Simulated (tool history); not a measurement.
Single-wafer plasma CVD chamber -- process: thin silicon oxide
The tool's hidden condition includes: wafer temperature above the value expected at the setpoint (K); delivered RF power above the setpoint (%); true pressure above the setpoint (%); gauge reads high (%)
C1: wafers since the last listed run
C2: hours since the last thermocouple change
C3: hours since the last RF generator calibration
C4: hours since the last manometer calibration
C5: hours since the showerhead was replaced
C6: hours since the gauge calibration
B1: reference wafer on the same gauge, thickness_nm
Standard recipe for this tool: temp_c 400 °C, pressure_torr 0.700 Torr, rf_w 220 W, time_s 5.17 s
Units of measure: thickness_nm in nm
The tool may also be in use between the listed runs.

{"run": 1, "hour": 0.0, "temp_c": 400, "pressure_torr": 0.7, "rf_w": 220, "time_s": 5.87, "C1": 0, "C2": 1679.1, "C3": 470.5, "C4": 666.6, "C5": 6591.9, "C6": 538.8, "B1": 8.262, "thickness_nm": 7.677}
{"run": 2, "hour": 54.7, "temp_c": 400, "pressure_torr": 0.7, "rf_w": 200, "time_s": 5.17, "C1": 1714, "C2": 1733.8, "C3": 525.2, "C4": 721.3, "C5": 6646.6, "C6": 593.5, "B1": 8.261, "thickness_nm": 6.288}
{"run": 3, "hour": 91.0, "temp_c": 400, "pressure_torr": 0.7, "rf_w": 200, "time_s": 5.17, "C1": 1137, "C2": 1770.1, "C3": 561.5, "C4": 757.6, "C5": 6682.9, "C6": 629.8, "B1": 8.262, "thickness_nm": 6.239}
{"run": 4, "hour": 139.8, "temp_c": 400, "pressure_torr": 0.7, "rf_w": 220, "time_s": 5.17, "C1": 1529, "C2": 1818.9, "C3": 610.3, "C4": 806.4, "C5": 6731.7, "C6": 678.6, "B1": 8.259, "thickness_nm": 6.75}
{"run": 5, "hour": 209.2, "temp_c": 400, "pressure_torr": 0.7, "rf_w": 220, "time_s": 5.17, "C1": 2175, "C2": 1888.3, "C3": 679.7, "C4": 875.8, "C5": 6801.1, "C6": 748.0, "B1": 8.257, "thickness_nm": 6.73}
{"run": 6, "hour": 240.5, "temp_c": 400, "pressure_torr": 0.7, "rf_w": 220, "time_s": 5.17, "C1": 981, "C2": 1919.6, "C3": 711.0, "C4": 907.1, "C5": 6832.4, "C6": 779.3, "B1": 8.262, "thickness_nm": 6.67}
{"run": 7, "hour": 287.3, "temp_c": 400, "pressure_torr": 0.7, "rf_w": 220, "time_s": 5.17, "C1": 1466, "C2": 1966.4, "C3": 757.8, "C4": 953.9, "C5": 6879.2, "C6": 826.1, "B1": 8.26, "thickness_nm": 6.699}
{"run": 8, "hour": 323.3, "temp_c": 397, "pressure_torr": 0.759, "rf_w": 220, "time_s": 5.17, "C1": 1128, "C2": 2002.4, "C3": 793.8, "C4": 989.9, "C5": 6915.2, "C6": 862.1, "B1": 8.26, "thickness_nm": 7.058}
{"run": 9, "hour": 394.0, "temp_c": 397, "pressure_torr": 0.759, "rf_w": 220, "time_s": 5.17, "C1": 2215, "C2": 2073.1, "C3": 864.5, "C4": 1060.6, "C5": 6985.9, "C6": 932.8, "B1": 8.262, "thickness_nm": 7.03}
{"run": 10, "hour": 418.1, "temp_c": 400, "pressure_torr": 0.7, "rf_w": 210, "time_s": 5.17, "C1": 755, "C2": 2097.2, "C3": 888.6, "C4": 1084.7, "C5": 7010.0, "C6": 956.9, "B1": 8.263, "thickness_nm": 6.367}
{"run": 11, "hour": 454.7, "temp_c": 400, "pressure_torr": 0.7, "rf_w": 220, "time_s": 5.17, "C1": 1147, "C2": 2133.8, "C3": 925.2, "C4": 1121.3, "C5": 7046.6, "C6": 993.5, "B1": 8.259, "thickness_nm": 6.602}
{"run": 12, "hour": 493.3, "temp_c": 400, "pressure_torr": 0.7, "rf_w": 220, "time_s": 5.17, "C1": 1209, "C2": 2172.4, "C3": 963.8, "C4": 1159.9, "C5": 7085.2, "C6": 1032.1, "B1": 8.257, "thickness_nm": 6.636}
{"run": 13, "hour": 544.2, "temp_c": 400, "pressure_torr": 0.7, "rf_w": 220, "time_s": 5.17, "C1": 1595, "C2": 2223.3, "C3": 1014.7, "C4": 1210.8, "C5": 7136.1, "C6": 1083.0, "B1": 8.259, "thickness_nm": 6.553}
{"run": 14, "hour": 573.7, "temp_c": 400, "pressure_torr": 0.7, "rf_w": 205, "time_s": 5.17, "C1": 924, "C2": 2252.8, "C3": 1044.2, "C4": 1240.3, "C5": 7165.6, "C6": 1112.5, "B1": 8.27, "thickness_nm": 6.169}
{"hour": 593.8, "done": "RF generator calibrated"}
{"hour": 606.9, "done": "showerhead replaced"}
{"run": 15, "hour": 610.3, "temp_c": 400, "pressure_torr": 0.828, "rf_w": 220, "time_s": 5.17, "C1": 645, "C2": 2289.4, "C3": 16.5, "C4": 1276.9, "C5": 3.4, "C6": 1149.1, "B1": 8.26, "thickness_nm": 7.373}
{"hour": 650.4, "done": "capacitance manometer re-zeroed and calibrated"}
{"hour": 679.2, "done": "thermocouple changed; heater temperature recalibrated"}
{"run": 16, "hour": 679.7, "temp_c": 400, "pressure_torr": 0.7, "rf_w": 220, "time_s": 5.17, "C1": 1673, "C2": 0.5, "C3": 85.9, "C4": 29.3, "C5": 72.8, "C6": 1218.5, "B1": 8.269, "thickness_nm": 6.918}
{"run": 17, "hour": 736.4, "temp_c": 400, "pressure_torr": 0.7, "rf_w": 220, "time_s": 5.17, "C1": 1777, "C2": 57.2, "C3": 142.6, "C4": 86.0, "C5": 129.5, "C6": 1275.2, "B1": 8.253, "thickness_nm": 6.865}
{"run": 18, "hour": 805.6, "temp_c": 411, "pressure_torr": 0.584, "rf_w": 235, "time_s": 4.21, "C1": 2168, "C2": 126.4, "C3": 211.8, "C4": 155.2, "C5": 198.7, "C6": 1344.4, "B1": 8.258, "thickness_nm": 5.291}
{"hour": 862.4, "done": "gauge calibrated"}
{"run": 19, "hour": 863.7, "temp_c": 400, "pressure_torr": 0.755, "rf_w": 220, "time_s": 5.17, "C1": 1820, "C2": 184.5, "C3": 269.9, "C4": 213.3, "C5": 256.8, "C6": 1.3, "B1": 8.255, "thickness_nm": 7.17}
{"run": 20, "hour": 904.3, "temp_c": 400, "pressure_torr": 0.863, "rf_w": 195, "time_s": 5.17, "C1": 1272, "C2": 225.1, "C3": 310.5, "C4": 253.9, "C5": 297.4, "C6": 41.9, "B1": 8.262, "thickness_nm": 6.947}
{"run": 21, "hour": 930.0, "temp_c": 400, "pressure_torr": 0.7, "rf_w": 220, "time_s": 5.17, "C1": 805, "C2": 250.8, "C3": 336.2, "C4": 279.6, "C5": 323.1, "C6": 67.6, "B1": 8.263, "thickness_nm": 6.865}
{"run": 22, "hour": 983.3, "temp_c": 400, "pressure_torr": 0.7, "rf_w": 220, "time_s": 5.17, "C1": 1670, "C2": 304.1, "C3": 389.5, "C4": 332.9, "C5": 376.4, "C6": 120.9, "B1": 8.263, "thickness_nm": 6.853}
{"run": 23, "hour": 1018.3, "temp_c": 400, "pressure_torr": 0.7, "rf_w": 190, "time_s": 5.17, "C1": 1096, "C2": 339.1, "C3": 424.5, "C4": 367.9, "C5": 411.4, "C6": 155.9, "B1": 8.262, "thickness_nm": 5.977}
{"run": 24, "hour": 1110.9, "temp_c": 400, "pressure_torr": 0.7, "rf_w": 220, "time_s": 5.17, "C1": 2902, "C2": 431.7, "C3": 517.1, "C4": 460.5, "C5": 504.0, "C6": 248.5, "B1": 8.254, "thickness_nm": 6.822}
{"run": 25, "hour": 1182.2, "temp_c": 405, "pressure_torr": 0.7, "rf_w": 220, "time_s": 4.17, "C1": 2234, "C2": 503.0, "C3": 588.4, "C4": 531.8, "C5": 575.3, "C6": 319.8, "B1": 8.265, "thickness_nm": 5.479}
{"run": 26, "hour": 1240.9, "temp_c": 400, "pressure_torr": 0.577, "rf_w": 220, "time_s": 4.91, "C1": 1839, "C2": 561.7, "C3": 647.1, "C4": 590.5, "C5": 634.0, "C6": 378.5, "B1": 8.257, "thickness_nm": 5.804}
{"run": 27, "hour": 1295.4, "temp_c": 413, "pressure_torr": 0.7, "rf_w": 220, "time_s": 5.17, "C1": 1708, "C2": 616.2, "C3": 701.6, "C4": 645.0, "C5": 688.5, "C6": 433.0, "B1": 8.263, "thickness_nm": 6.728}
{"run": 28, "hour": 1329.2, "temp_c": 388, "pressure_torr": 0.859, "rf_w": 195, "time_s": 5.17, "C1": 1059, "C2": 650.0, "C3": 735.4, "C4": 678.8, "C5": 722.3, "C6": 466.8, "B1": 8.257, "thickness_nm": 6.854}

Alternative continuations, all from the tool just after run 28; predict every row:
{"run": "A", "hour": 1329.6, "temp_c": 400, "pressure_torr": 0.7, "rf_w": 220, "time_s": 5.17, "C1": 12, "C2": 650.4, "C3": 735.8, "C4": 679.2, "C5": 722.7, "C6": 467.2, "B1": "?", "thickness_nm": "?"}
{"run": "B", "hour": 1329.6, "temp_c": 400, "pressure_torr": 0.7, "rf_w": 220, "time_s": 4.62, "C1": 12, "C2": 650.4, "C3": 735.8, "C4": 679.2, "C5": 722.7, "C6": 467.2, "B1": "?", "thickness_nm": "?"}
{"run": "C", "hour": 1329.6, "temp_c": 395, "pressure_torr": 0.7, "rf_w": 220, "time_s": 5.17, "C1": 12, "C2": 650.4, "C3": 735.8, "C4": 679.2, "C5": 722.7, "C6": 467.2, "B1": "?", "thickness_nm": "?"}
{"run": "D", "hour": 1329.6, "temp_c": 396, "pressure_torr": 0.572, "rf_w": 220, "time_s": 5.17, "C1": 12, "C2": 650.4, "C3": 735.8, "C4": 679.2, "C5": 722.7, "C6": 467.2, "B1": "?", "thickness_nm": "?"}
{"run": "E", "hour": 1329.6, "temp_c": 400, "pressure_torr": 0.7, "rf_w": 190, "time_s": 4.32, "C1": 12, "C2": 650.4, "C3": 735.8, "C4": 679.2, "C5": 722.7, "C6": 467.2, "B1": "?", "thickness_nm": "?"}

run=A B1=8.254 thickness_nm=6.725
run=B B1=8.254 thickness_nm=6.011
run=C B1=8.254 thickness_nm=6.744
run=D B1=8.254 thickness_nm=6.003
run=E B1=8.254 thickness_nm=4.915
Stripped of hidden state, with their random variation kept, the same runs would have yielded:
run=A thickness_nm=6.959
run=B thickness_nm=6.220
run=C thickness_nm=6.979
run=D thickness_nm=6.218
run=E thickness_nm=5.098
